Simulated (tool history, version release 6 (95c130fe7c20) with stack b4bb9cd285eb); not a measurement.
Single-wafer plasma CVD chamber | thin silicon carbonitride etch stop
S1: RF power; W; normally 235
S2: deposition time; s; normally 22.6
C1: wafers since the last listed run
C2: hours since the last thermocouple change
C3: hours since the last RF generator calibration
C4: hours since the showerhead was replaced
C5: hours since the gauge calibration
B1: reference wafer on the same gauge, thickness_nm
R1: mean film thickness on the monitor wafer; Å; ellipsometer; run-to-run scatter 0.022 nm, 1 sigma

run,hour,S1,S2,C1,C2,C3,C4,C5,B1,R1
1,0,235,22.6,0,924.2,691.2,6724.8,104.1,13.999,144.3
2,21.6,235,22.6,357,945.8,712.8,6746.4,125.7,13.99,144.29
3,47.2,235,22.6,423,971.4,738.4,6772,151.3,14.003,144.61
4,63.6,235,22.6,271,987.8,754.8,6788.4,167.7,14.007,144.72
5,91.5,235,22.6,461,1015.7,782.7,6816.3,195.6,14.002,144.53
6,109.4,235,22.6,296,1033.6,800.6,6834.2,213.5,13.994,144.41
7,185.3,235,22.6,1255,1109.5,876.5,6910.1,289.4,14.004,144.09
8,216.8,235,22.6,521,1141,908,6941.6,320.9,14,144.13
9,243.6,235,22.6,443,1167.8,934.8,6968.4,347.7,14.007,144.64
10,259.9,235,22.6,269,1184.1,951.1,6984.7,364,14.008,144.5
11,276.9,235,22.6,281,1201.1,968.1,7001.7,381,13.991,144.33
# hour 294.9: RF generator calibrated
12,307.5,235,22.6,373,1231.7,12.6,7032.3,411.6,13.992,145.42
# hour 321.6: showerhead replaced
13,339.8,235,21.3,402,1264,44.9,18.2,443.9,13.992,137.3
# hour 360.1: thermocouple changed; heater temperature recalibrated
14,360.6,275,24.3,211,0.5,65.7,39,464.7,14.009,166.58
15,377.8,275,19.7,284,17.7,82.9,56.2,481.9,14.008,135.12
16,403,205,23.9,417,42.9,108.1,81.4,507.1,13.997,145.21
17,428.5,255,24.8,421,68.4,133.6,106.9,532.6,13.996,165.46
18,446.7,220,21.4,301,86.6,151.8,125.1,550.8,14.01,134.13
19,477.5,270,18.1,509,117.4,182.6,155.9,581.6,13.998,122.79
# hour 501.2: gauge calibrated
20,574.3,235,25.6,1601,214.2,279.4,252.7,73.1,13.994,164.72
21,590.6,265,18.2,269,230.5,295.7,269,89.4,13.996,122.9
22,605,275,19.8,238,244.9,310.1,283.4,103.8,13.995,135.71
23,623.7,235,22.6,309,263.6,328.8,302.1,122.5,13.997,145.39
24,637.8,250,22.6,233,277.7,342.9,316.2,136.6,14.004,148.69
25,651.1,270,20.4,220,291,356.2,329.5,149.9,14.004,139
26,679.1,195,22.6,463,319,384.2,357.5,177.9,13.999,134.36
27,714.3,260,19.2,582,354.2,419.4,392.7,213.1,14.003,128.4
28,735.9,235,19.1,357,375.8,441,414.3,234.7,14.007,122.82
29,760.8,235,22.6,412,400.7,465.9,439.2,259.6,13.995,144.83
30,784.4,270,25.5,390,424.3,489.5,462.8,283.2,14.01,172.98
31,804.2,270,20.4,327,444.1,509.3,482.6,303,14.008,138.26
32,827.1,235,22.6,378,467,532.2,505.5,325.9,13.999,144.71
33,847.8,220,20.1,342,487.7,552.9,526.2,346.6,13.998,125.19
34,870.6,205,18.7,377,510.5,575.7,549,369.4,14.006,112.76
35,891.2,255,19.8,340,531.1,596.3,569.6,390,13.997,131.03

Alternative continuations, all from the tool just after run 35; predict every row:
A,891.6,235,22.6,6,531.5,596.7,570,390.4,?,?
B,891.6,235,27.1,6,531.5,596.7,570,390.4,?,?
C,891.6,235,18.7,6,531.5,596.7,570,390.4,?,?
D,891.6,215,24.8,6,531.5,596.7,570,390.4,?,?

run,B1,R1
A,13.996,144.53
B,13.996,173.31
C,13.996,119.59
D,13.996,152.79
With no hidden state in the tool, these same runs would have given:
run,R1
A,145.66
B,174.67
C,120.53
D,153.99
